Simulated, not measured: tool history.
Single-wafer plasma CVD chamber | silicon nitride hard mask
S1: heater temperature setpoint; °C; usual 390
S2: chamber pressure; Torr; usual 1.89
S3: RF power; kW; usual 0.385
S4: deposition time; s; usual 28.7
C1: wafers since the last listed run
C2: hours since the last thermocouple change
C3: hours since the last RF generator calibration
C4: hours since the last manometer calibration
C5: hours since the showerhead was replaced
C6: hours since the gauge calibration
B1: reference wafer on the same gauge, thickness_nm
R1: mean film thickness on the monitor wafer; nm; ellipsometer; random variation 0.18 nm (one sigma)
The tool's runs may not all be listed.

{"run": 1, "hour": 0.0, "S1": 390, "S2": 1.89, "S3": 0.385, "S4": 25.5, "C1": 0, "C2": 968.4, "C3": 1141.9, "C4": 1380.1, "C5": 7048.6, "C6": 2272.9, "B1": 43.479, "R1": 34.765}
{"run": 2, "hour": 36.9, "S1": 390, "S2": 1.89, "S3": 0.385, "S4": 28.7, "C1": 902, "C2": 1005.3, "C3": 1178.8, "C4": 1417, "C5": 7085.5, "C6": 2309.8, "B1": 43.374, "R1": 39.264}
{"run": 3, "hour": 70.7, "S1": 390, "S2": 1.89, "S3": 0.385, "S4": 28.7, "C1": 827, "C2": 1039.1, "C3": 1212.6, "C4": 1450.8, "C5": 7119.3, "C6": 2343.6, "B1": 43.47, "R1": 39.156}
{"run": 4, "hour": 128.8, "S1": 390, "S2": 1.89, "S3": 0.385, "S4": 28.7, "C1": 1421, "C2": 1097.2, "C3": 1270.7, "C4": 1508.9, "C5": 7177.4, "C6": 2401.7, "B1": 43.341, "R1": 38.743}
{"run": 5, "hour": 153.1, "S1": 390, "S2": 1.89, "S3": 0.385, "S4": 28.7, "C1": 594, "C2": 1121.5, "C3": 1295, "C4": 1533.2, "C5": 7201.7, "C6": 2426, "B1": 43.436, "R1": 38.646}
{"hour": 160.6, "done": "gauge calibrated"}
{"run": 6, "hour": 220.8, "S1": 390, "S2": 1.89, "S3": 0.385, "S4": 31.1, "C1": 1656, "C2": 1189.2, "C3": 1362.7, "C4": 1600.9, "C5": 7269.4, "C6": 60.2, "B1": 43.473, "R1": 41.76}
{"run": 7, "hour": 262.0, "S1": 385, "S2": 2.12, "S3": 0.385, "S4": 31.2, "C1": 1008, "C2": 1230.4, "C3": 1403.9, "C4": 1642.1, "C5": 7310.6, "C6": 101.4, "B1": 43.402, "R1": 42.991}
{"run": 8, "hour": 317.9, "S1": 384, "S2": 2.15, "S3": 0.415, "S4": 28.7, "C1": 1367, "C2": 1286.3, "C3": 1459.8, "C4": 1698, "C5": 7366.5, "C6": 157.3, "B1": 43.417, "R1": 41.207}
{"hour": 350.4, "done": "showerhead replaced"}
{"run": 9, "hour": 388.9, "S1": 390, "S2": 1.89, "S3": 0.385, "S4": 28.7, "C1": 1541, "C2": 1357.3, "C3": 1530.8, "C4": 1769, "C5": 38.5, "C6": 228.3, "B1": 43.423, "R1": 38.966}
{"run": 10, "hour": 529.6, "S1": 390, "S2": 1.74, "S3": 0.385, "S4": 28.7, "C1": 3442, "C2": 1498, "C3": 1671.5, "C4": 1909.7, "C5": 179.2, "C6": 369, "B1": 43.348, "R1": 38.164}
{"hour": 623.8, "done": "capacitance manometer re-zeroed and calibrated"}
{"run": 11, "hour": 692.2, "S1": 395, "S2": 1.73, "S3": 0.32, "S4": 25.1, "C1": 3782, "C2": 1660.6, "C3": 1834.1, "C4": 68.4, "C5": 341.8, "C6": 531.6, "B1": 43.442, "R1": 30.828}
{"run": 12, "hour": 754.3, "S1": 390, "S2": 2.01, "S3": 0.385, "S4": 23.6, "C1": 1519, "C2": 1722.7, "C3": 1896.2, "C4": 130.5, "C5": 403.9, "C6": 593.7, "B1": 43.42, "R1": 32.994}
{"run": 13, "hour": 799.0, "S1": 382, "S2": 1.89, "S3": 0.385, "S4": 28.7, "C1": 1093, "C2": 1767.4, "C3": 1940.9, "C4": 175.2, "C5": 448.6, "C6": 638.4, "B1": 43.439, "R1": 39.973}
{"run": 14, "hour": 847.7, "S1": 390, "S2": 1.89, "S3": 0.385, "S4": 25.6, "C1": 1191, "C2": 1816.1, "C3": 1989.6, "C4": 223.9, "C5": 497.3, "C6": 687.1, "B1": 43.267, "R1": 35.302}
{"hour": 913.4, "done": "thermocouple changed; heater temperature recalibrated"}
{"run": 15, "hour": 996.2, "S1": 390, "S2": 1.89, "S3": 0.385, "S4": 28.7, "C1": 3437, "C2": 82.8, "C3": 2138.1, "C4": 372.4, "C5": 645.8, "C6": 835.6, "B1": 43.432, "R1": 39.556}
{"run": 16, "hour": 1022.7, "S1": 382, "S2": 1.67, "S3": 0.385, "S4": 28.7, "C1": 648, "C2": 109.3, "C3": 2164.6, "C4": 398.9, "C5": 672.3, "C6": 862.1, "B1": 43.462, "R1": 38.837}
{"run": 17, "hour": 1072.2, "S1": 405, "S2": 1.89, "S3": 0.335, "S4": 28.7, "C1": 1211, "C2": 158.8, "C3": 2214.1, "C4": 448.4, "C5": 721.8, "C6": 911.6, "B1": 43.473, "R1": 36.702}
{"hour": 1100.4, "done": "RF generator calibrated"}
{"run": 18, "hour": 1137.4, "S1": 390, "S2": 1.89, "S3": 0.385, "S4": 28.7, "C1": 1399, "C2": 224, "C3": 37, "C4": 513.6, "C5": 787, "C6": 976.8, "B1": 43.322, "R1": 39.861}
{"run": 19, "hour": 1187.0, "S1": 390, "S2": 1.49, "S3": 0.34, "S4": 33.4, "C1": 1213, "C2": 273.6, "C3": 86.6, "C4": 563.2, "C5": 836.6, "C6": 1026.4, "B1": 43.417, "R1": 41.206}
{"run": 20, "hour": 1274.3, "S1": 390, "S2": 1.89, "S3": 0.385, "S4": 25.5, "C1": 2136, "C2": 360.9, "C3": 173.9, "C4": 650.5, "C5": 923.9, "C6": 1113.7, "B1": 43.34, "R1": 35.212}

Run 21 comes next. What will it give?
{"run": 21, "hour": 1338.9, "S1": 390, "S2": 1.89, "S3": 0.385, "S4": 28.7, "C1": 1580, "C2": 425.5, "C3": 238.5, "C4": 715.1, "C5": 988.5, "C6": 1178.3, "B1": "?", "R1": "?"}

B1: 43.44
R1: 39.475 nm
Without the tool's hidden state the same run would have given R1 39.439 nm.
